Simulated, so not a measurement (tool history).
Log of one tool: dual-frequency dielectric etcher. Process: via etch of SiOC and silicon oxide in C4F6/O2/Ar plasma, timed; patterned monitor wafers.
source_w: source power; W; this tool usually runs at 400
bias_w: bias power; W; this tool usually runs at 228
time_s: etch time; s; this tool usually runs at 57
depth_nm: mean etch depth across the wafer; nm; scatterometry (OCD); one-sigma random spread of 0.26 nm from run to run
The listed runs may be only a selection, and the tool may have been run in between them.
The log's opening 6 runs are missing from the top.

run	hour	source_w	bias_w	time_s	read-back reference wafer on the same gauge, depth_nm	depth_nm
7	115.8	400	228	57	55.3	61.4
8	124.1	400	228	57	55.3	61
9	131.8	400	228	57	55.3	61.6
10	142.1	400	228	57	55.3	61
# hour 166.8: upper electrode replaced
11	167.3	400	210	70.5	55.2	73.6
12	167.6	480	178	52	55.2	54.7
# hour 172.2: source power generator calibrated
13	172.8	470	201	45.5	55.2	49.3
# hour 201: wet clean of the chamber
14	201.5	400	228	47.5	55.2	53
15	201.8	400	228	57	55.3	63.4
16	203.2	450	206	67.5	55.3	76.8
# hour 207.3: gauge calibrated
17	210.2	400	228	57	55.3	63.7
18	226.6	400	228	57	55.3	63.8
19	242.8	350	191	71.5	55.3	74.1
20	260.5	460	207	51	55.4	57.7
21	271.2	310	275	57	55.3	62.3
22	284.5	400	228	57	55.3	63.7
23	290.6	450	228	57	55.4	65.7

The next listed run, before its measurement:
24	299.6	370	270	43.5	?	?

Run 24 came out at read-back reference wafer on the same gauge, depth_nm 55.3, depth_nm 49.6 nm.
With the hidden condition absent and the run-to-run variation left alone, this run would have shown depth_nm 50 nm.

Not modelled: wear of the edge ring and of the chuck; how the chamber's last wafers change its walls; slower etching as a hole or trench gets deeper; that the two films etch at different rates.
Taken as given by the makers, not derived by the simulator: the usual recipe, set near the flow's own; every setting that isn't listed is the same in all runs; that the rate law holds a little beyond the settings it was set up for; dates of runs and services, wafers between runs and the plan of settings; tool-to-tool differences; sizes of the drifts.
